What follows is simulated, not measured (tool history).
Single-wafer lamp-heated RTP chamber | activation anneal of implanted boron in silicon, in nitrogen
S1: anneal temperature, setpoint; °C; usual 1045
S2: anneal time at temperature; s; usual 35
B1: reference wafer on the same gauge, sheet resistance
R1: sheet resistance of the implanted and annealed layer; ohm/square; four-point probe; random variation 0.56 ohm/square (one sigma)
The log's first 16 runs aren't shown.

| run | hour | S1 | S2 | B1 | R1 |
|---|---|---|---|---|---|
|  | 707.8 | reflector plate cleaned |
| 17 | 719.8 | 1032 | 39 | 113.98 | 130.12 |
| 18 | 770.9 | 1028 | 19 | 114.02 | 135.06 |
| 19 | 809.6 | 1055 | 45 | 114.06 | 124.81 |
|  | 839.8 | pyrometer window cleaned and pyrometer calibrated |
| 20 | 857.4 | 1034 | 35 | 114 | 132.95 |
| 21 | 883.9 | 1070 | 14 | 113.92 | 130.56 |
| 22 | 917.7 | 1024 | 22 | 114.21 | 138.44 |
| 23 | 980.1 | 1035 | 35 | 114.07 | 131.11 |
| 24 | 1035.5 | 1045 | 35 | 113.82 | 126.85 |
|  | 1047.1 | reflector plate cleaned |
| 25 | 1105.7 | 1037 | 55 | 113.95 | 126.5 |
|  | 1150.6 | pyrometer window cleaned and pyrometer calibrated |
| 26 | 1176.4 | 1045 | 55 | 113.86 | 125.98 |
| 27 | 1235.6 | 1045 | 28 | 114.04 | 129.85 |
| 28 | 1355.9 | 1054 | 35 | 114.07 | 125.78 |
|  | 1372 | reflector plate cleaned |
| 29 | 1393 | 1045 | 35 | 114.05 | 126.91 |
|  | 1441.5 | pyrometer window cleaned and pyrometer calibrated |
| 30 | 1449 | 1065 | 14 | 113.98 | 131.13 |
| 31 | 1491.2 | 1057 | 40 | 114.24 | 124.79 |
| 32 | 1523.3 | 1071 | 54 | 113.98 | 124.2 |
| 33 | 1560.7 | 1045 | 35 | 113.99 | 126.84 |
| 34 | 1632 | 1037 | 17 | 114.25 | 135 |
| 35 | 1661.3 | 1074 | 28 | 114.14 | 124.7 |

3 ways to go on from here, each from the tool as it stands after run 35. What would each give?
| A | 1661.7 | 1045 | 42 | ? | ? |
| B | 1661.7 | 1045 | 26 | ? | ? |
| C | 1661.7 | 1060 | 15 | ? | ? |

| run | B1 | R1 |
|---|---|---|
| A | 113.91 | 125.76 |
| B | 113.91 | 128.95 |
| C | 113.91 | 129.77 |
Without the tool's hidden state the same runs would have given:
| run | R1 |
|---|---|
| A | 128.25 |
| B | 131.88 |
| C | 132.25 |

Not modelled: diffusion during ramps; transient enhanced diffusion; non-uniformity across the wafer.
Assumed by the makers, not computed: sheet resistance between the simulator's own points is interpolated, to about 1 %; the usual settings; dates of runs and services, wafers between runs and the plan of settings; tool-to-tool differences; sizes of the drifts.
